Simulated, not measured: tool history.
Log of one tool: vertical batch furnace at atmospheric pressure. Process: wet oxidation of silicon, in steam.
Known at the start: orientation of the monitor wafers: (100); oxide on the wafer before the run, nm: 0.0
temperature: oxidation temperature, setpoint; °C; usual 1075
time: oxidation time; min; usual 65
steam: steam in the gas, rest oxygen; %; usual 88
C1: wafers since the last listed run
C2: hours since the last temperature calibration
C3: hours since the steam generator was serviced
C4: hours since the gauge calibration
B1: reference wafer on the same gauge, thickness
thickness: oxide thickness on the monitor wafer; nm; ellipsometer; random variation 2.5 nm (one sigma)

run 1 day=0 | temperature=1075 time=65 steam=88 | C1=0 C2=1795.6 C3=913.3 C4=1210.6 | B1=570.17 | thickness=603.71
run 2 day=2.733 | temperature=1075 time=65 steam=88 | C1=632 C2=1861.2 C3=978.9 C4=1276.2 | B1=569.93 | thickness=597.23
run 3 day=5.962 | temperature=1075 time=65 steam=88 | C1=747 C2=1938.7 C3=1056.4 C4=1353.7 | B1=569.72 | thickness=597.57
run 4 day=9.267 | temperature=1075 time=65 steam=88 | C1=764 C2=2018 C3=1135.7 C4=1433 | B1=570.09 | thickness=605.15
run 5 day=13.471 | temperature=1093 time=65 steam=82 | C1=972 C2=2118.9 C3=1236.6 C4=1533.9 | B1=570.27 | thickness=618.71
run 6 day=24.321 | temperature=1093 time=65 steam=82 | C1=2511 C2=2379.3 C3=1497 C4=1794.3 | B1=569.86 | thickness=620.92
run 7 day=28.696 | temperature=1093 time=65 steam=82 | C1=1012 C2=2484.3 C3=1602 C4=1899.3 | B1=569.86 | thickness=626.43
run 8 day=32.046 | temperature=1075 time=65 steam=88 | C1=775 C2=2564.7 C3=1682.4 C4=1979.7 | B1=570.03 | thickness=604.36
-- day=33.975 steam generator serviced
run 9 day=34.646 | temperature=1075 time=65 steam=88 | C1=370 C2=2627.1 C3=16.1 C4=2042.1 | B1=569.85 | thickness=601.97
-- day=36.979 gauge calibrated
run 10 day=37.233 | temperature=1093 time=65 steam=82 | C1=598 C2=2689.2 C3=78.2 C4=6.1 | B1=570.14 | thickness=619.29
run 11 day=38.988 | temperature=1075 time=65 steam=92 | C1=405 C2=2731.3 C3=120.3 C4=48.2 | B1=570.46 | thickness=623.27
run 12 day=43.096 | temperature=1075 time=65 steam=88 | C1=950 C2=2829.9 C3=218.9 C4=146.8 | B1=570.07 | thickness=606.26
run 13 day=45.204 | temperature=1075 time=65 steam=92 | C1=487 C2=2880.5 C3=269.5 C4=197.4 | B1=570.05 | thickness=622.17
run 14 day=49.117 | temperature=1075 time=89.5 steam=88 | C1=905 C2=2974.4 C3=363.4 C4=291.3 | B1=569.89 | thickness=727.06
run 15 day=51.842 | temperature=1075 time=53.5 steam=88 | C1=630 C2=3039.8 C3=428.8 C4=356.7 | B1=570.24 | thickness=543.06
-- day=62.279 thermocouples replaced and temperature profile calibrated
run 16 day=62.3 | temperature=1089 time=65 steam=95 | C1=2188 C2=0.5 C3=679.8 C4=607.7 | B1=569.75 | thickness=656.56
run 17 day=75.038 | temperature=1066 time=91.5 steam=76 | C1=2947 C2=306.2 C3=985.5 C4=913.4 | B1=570.2 | thickness=641.07
run 18 day=78.062 | temperature=1057 time=53 steam=81 | C1=700 C2=378.8 C3=1058.1 C4=986 | B1=569.88 | thickness=459.82
run 19 day=81.633 | temperature=1090 time=94 steam=93 | C1=826 C2=464.5 C3=1143.8 C4=1071.7 | B1=570.47 | thickness=800.88

4 ways to go on from here, each from the tool as it stands after run 19. What would each give?
run A day=81.833 | temperature=1059 time=65 steam=88 | C1=46 C2=469.3 C3=1148.6 C4=1076.5 | B1=? | thickness=?
run B day=81.833 | temperature=1086 time=53 steam=80 | C1=46 C2=469.3 C3=1148.6 C4=1076.5 | B1=? | thickness=?
run C day=81.833 | temperature=1056 time=81 steam=97 | C1=46 C2=469.3 C3=1148.6 C4=1076.5 | B1=? | thickness=?
run D day=81.833 | temperature=1100 time=65 steam=97 | C1=46 C2=469.3 C3=1148.6 C4=1076.5 | B1=? | thickness=?

run=A B1=570.34 thickness=554.08
run=B B1=570.34 thickness=527.4
run=C B1=570.34 thickness=658.5
run=D B1=570.34 thickness=697.43
Without the tool's hidden state the same runs would have given:
run=A thickness=553.65
run=B thickness=527.04
run=C thickness=658.01
run=D thickness=697.04
